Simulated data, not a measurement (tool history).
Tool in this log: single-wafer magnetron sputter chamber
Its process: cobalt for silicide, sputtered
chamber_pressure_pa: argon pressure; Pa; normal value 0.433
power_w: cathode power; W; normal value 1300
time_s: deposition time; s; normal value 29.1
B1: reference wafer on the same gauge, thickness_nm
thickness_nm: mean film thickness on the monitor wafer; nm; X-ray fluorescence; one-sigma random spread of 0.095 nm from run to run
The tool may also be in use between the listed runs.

Run 1, hour 0: usual settings but chamber_pressure_pa 0.52 Pa; B1 21.474. Result: thickness_nm 19.202 nm.
Run 2, hour 76.2: usual settings; B1 21.527. Result: thickness_nm 19.846 nm.
Run 3, hour 183.9: usual settings; B1 21.49. Result: thickness_nm 19.663 nm.
Run 4, hour 244.9: usual settings; B1 21.534. Result: thickness_nm 19.791 nm.
At hour 273: magnet pack replaced.
Run 5, hour 309.7: usual settings; B1 21.494. Result: thickness_nm 19.519 nm.
Run 6, hour 391.4: usual settings; B1 21.48. Result: thickness_nm 19.468 nm.
Run 7, hour 529.6: usual settings but power_w 1500 W, time_s 32.4 s; B1 21.516. Result: thickness_nm 24.113 nm.
Run 8, hour 608.3: usual settings; B1 21.504. Result: thickness_nm 19.07 nm.
Run 9, hour 652.5: usual settings; B1 21.481. Result: thickness_nm 18.855 nm.
At hour 745.6: sputter target and shields replaced.
Run 10, hour 746.1: usual settings; B1 21.521. Result: thickness_nm 19.819 nm.
Run 11, hour 838.2: usual settings; B1 21.566. Result: thickness_nm 19.764 nm.
Run 12, hour 917.1: usual settings; B1 21.462. Result: thickness_nm 19.633 nm.
Run 13, hour 968.6: usual settings but time_s 31.4 s; B1 21.473. Result: thickness_nm 21.235 nm.
Run 14, hour 1065.4: usual settings; B1 21.505. Result: thickness_nm 19.655 nm.
Run 15, hour 1138.3: usual settings but chamber_pressure_pa 0.56 Pa; B1 21.432. Result: thickness_nm 18.812 nm.
Run 16, hour 1237.1: usual settings; B1 21.483. Result: thickness_nm 19.619 nm.
Run 17, hour 1329.5: usual settings but time_s 26.2 s; B1 21.495. Result: thickness_nm 17.367 nm.
At hour 1415.1: capacitance manometer re-zeroed and calibrated.
Run 18, hour 1437.2: usual settings but chamber_pressure_pa 0.277 Pa, power_w 1000 W, time_s 32.6 s; B1 21.474. Result: thickness_nm 17.873 nm.
At hour 1445.4: sputter target and shields replaced.
Run 19, hour 1478.9: usual settings but chamber_pressure_pa 0.575 Pa, power_w 1500 W, time_s 33.7 s; B1 21.47. Result: thickness_nm 23.77 nm.
Run 20, hour 1784.7: usual settings; B1 21.512. Result: thickness_nm 19.165 nm.
Run 21, hour 1864.9: usual settings but chamber_pressure_pa 0.324 Pa, time_s 34.2 s; B1 21.501. Result: thickness_nm 23.493 nm.
At hour 1920.4: gauge calibrated.
Run 22, hour 1956.1: usual settings but chamber_pressure_pa 0.48 Pa, time_s 24.5 s; B1 21.493. Result: thickness_nm 15.725 nm.
Run 23, hour 2038.6: usual settings; B1 21.508. Result: thickness_nm 18.797 nm.
Run 24, hour 2079.7: usual settings but chamber_pressure_pa 0.31 Pa, power_w 1650 W, time_s 33.7 s; B1 21.432. Result: thickness_nm 27.796 nm.
Run 25, hour 2117.1: usual settings but power_w 1500 W; B1 21.51. Result: thickness_nm 20.896 nm.
Run 26, hour 2161.8: usual settings but chamber_pressure_pa 0.266 Pa, power_w 1450 W; B1 21.475. Result: thickness_nm 21.665 nm.
At hour 2198: sputter target and shields replaced.
Run 27, hour 2241.8: usual settings but chamber_pressure_pa 0.519 Pa, power_w 1200 W, time_s 24.2 s; B1 21.529. Result: thickness_nm 14.935 nm.
Run 28, hour 2333.3: usual settings but chamber_pressure_pa 0.296 Pa, power_w 1000 W, time_s 33.3 s; B1 21.553. Result: thickness_nm 19.241 nm.
Run 29, hour 2383.2: usual settings; B1 21.512. Result: thickness_nm 19.677 nm.
Run 30, hour 2435.5: usual settings but chamber_pressure_pa 0.531 Pa, power_w 1000 W; B1 21.535. Result: thickness_nm 15.401 nm.
Run 31, hour 2543: usual settings but power_w 1150 W; B1 21.525. Result: thickness_nm 17.743 nm.
Run 32, hour 2604.7: usual settings; B1 21.545. Result: thickness_nm 19.473 nm.
Run 33, hour 2684.8: usual settings; B1 21.568. Result: thickness_nm 19.431 nm.
Run 34, hour 2789.2: usual settings but power_w 1200 W, time_s 31.9 s; B1 21.483. Result: thickness_nm 19.628 nm.
Run 35, hour 2842.5: usual settings but chamber_pressure_pa 0.309 Pa, time_s 34.7 s; B1 21.512. Result: thickness_nm 23.719 nm.

What if the next run were any one of these 3? Each begins from the tool's condition after run 35:
Run A, hour 2842.9: usual settings but chamber_pressure_pa 0.602 Pa; B1 ?. Result: thickness_nm ?.
Run B, hour 2842.9: usual settings but chamber_pressure_pa 0.274 Pa, power_w 1650 W; B1 ?. Result: thickness_nm ?.
Run C, hour 2842.9: usual settings but time_s 31.2 s; B1 ?. Result: thickness_nm ?.

run      B1  thickness_nm
  A  21.499        18.042
  B  21.499        24.477
  C  21.499        20.437
The same runs, with their run-to-run variation unchanged, on a tool lacking any hidden condition would have given:
run  thickness_nm
  A        18.154
  B        25.182
  C        20.795

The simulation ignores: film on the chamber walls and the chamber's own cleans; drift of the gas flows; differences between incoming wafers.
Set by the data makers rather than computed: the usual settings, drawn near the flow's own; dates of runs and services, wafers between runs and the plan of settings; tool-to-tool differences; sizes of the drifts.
